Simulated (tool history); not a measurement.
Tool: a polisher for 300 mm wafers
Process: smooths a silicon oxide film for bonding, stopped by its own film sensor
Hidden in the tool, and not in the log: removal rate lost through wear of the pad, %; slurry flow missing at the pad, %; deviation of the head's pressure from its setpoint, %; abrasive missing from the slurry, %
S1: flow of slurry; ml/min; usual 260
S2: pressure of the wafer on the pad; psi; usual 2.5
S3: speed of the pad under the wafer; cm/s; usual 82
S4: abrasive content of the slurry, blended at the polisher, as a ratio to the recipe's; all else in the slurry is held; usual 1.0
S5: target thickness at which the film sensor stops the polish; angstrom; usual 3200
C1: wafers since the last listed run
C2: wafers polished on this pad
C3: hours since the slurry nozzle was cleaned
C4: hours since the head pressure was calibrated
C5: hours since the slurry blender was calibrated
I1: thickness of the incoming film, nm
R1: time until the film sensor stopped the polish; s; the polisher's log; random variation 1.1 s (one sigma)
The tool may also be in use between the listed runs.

run,hour,S1,S2,S3,S4,S5,C1,C2,C3,C4,C5,I1,R1
1,0.0,260,2.2,82,1.0,3260,0,229,345.4,299.5,270.4,392.0,105.6
# hour 37.9: slurry blender recalibrated
# hour 44.2: slurry nozzle cleaned
2,44.7,260,2.5,74,1.0,3200,358,587,0.5,344.2,6.8,385.9,100.7
3,68.7,260,2.5,74,1.0,3200,206,794,24.5,368.2,30.8,390.8,110.3
4,114.4,260,2.5,82,1.0,3200,392,1186,70.2,413.9,76.5,386.6,94.5
# hour 130.4: worn pad replaced by a new one
5,142.2,260,2.5,82,1.0,3200,204,101,98.0,441.7,104.3,391.6,97.5
6,167.0,260,2.5,82,1.0,3200,213,314,122.8,466.5,129.1,392.7,100.9
# hour 232.2: head pressure recalibrated
# hour 261.9: worn pad replaced by a new one
7,303.2,260,2.5,82,1.0,3200,1118,354,259.0,71.0,265.3,391.4,105.0
8,336.2,210,2.5,82,1.0,3200,283,638,292.0,104.0,298.3,389.2,103.3
# hour 394.9: slurry blender recalibrated
9,406.0,260,2.5,72,1.0,3020,582,1220,361.8,173.8,11.1,391.0,145.9
# hour 414.9: worn pad replaced by a new one
# hour 455.2: slurry nozzle cleaned
10,455.7,260,2.5,72,1.0,3200,384,341,0.5,223.5,60.8,387.0,107.5
11,492.3,260,2.5,82,1.0,3200,314,656,37.1,260.1,97.4,397.5,113.3
12,561.2,260,2.5,82,1.0,3200,592,1248,106.0,329.0,166.3,385.1,95.3
# hour 570.5: worn pad replaced by a new one
13,621.5,260,2.5,82,1.0,3200,483,438,166.3,389.3,226.6,392.6,101.5
14,682.5,345,2.8,82,0.8,3350,524,962,227.3,450.3,287.6,396.3,84.0
# hour 711.3: head pressure recalibrated
# hour 716.0: worn pad replaced by a new one
15,731.0,260,2.5,94,1.0,3200,365,128,275.8,19.7,336.1,392.4,92.8
# hour 756.3: slurry blender recalibrated
16,767.7,260,1.7,82,1.0,3200,298,427,312.5,56.4,11.4,398.9,167.4

3 ways to go on from here, each from the tool as it stands after run 16. What would each give?
A,768.2,260,2.5,82,1.0,3200,4,431,313.0,56.9,11.9,390.4,?
B,768.2,260,2.5,82,1.0,3130,4,431,313.0,56.9,11.9,390.4,?
C,768.2,290,3.0,82,0.9,3200,4,431,313.0,56.9,11.9,390.4,?

run,R1
A,105.4
B,115.9
C,93.0
Without the tool's hidden state the same runs would have given:
run,R1
A,99.7
B,109.6
C,88.0
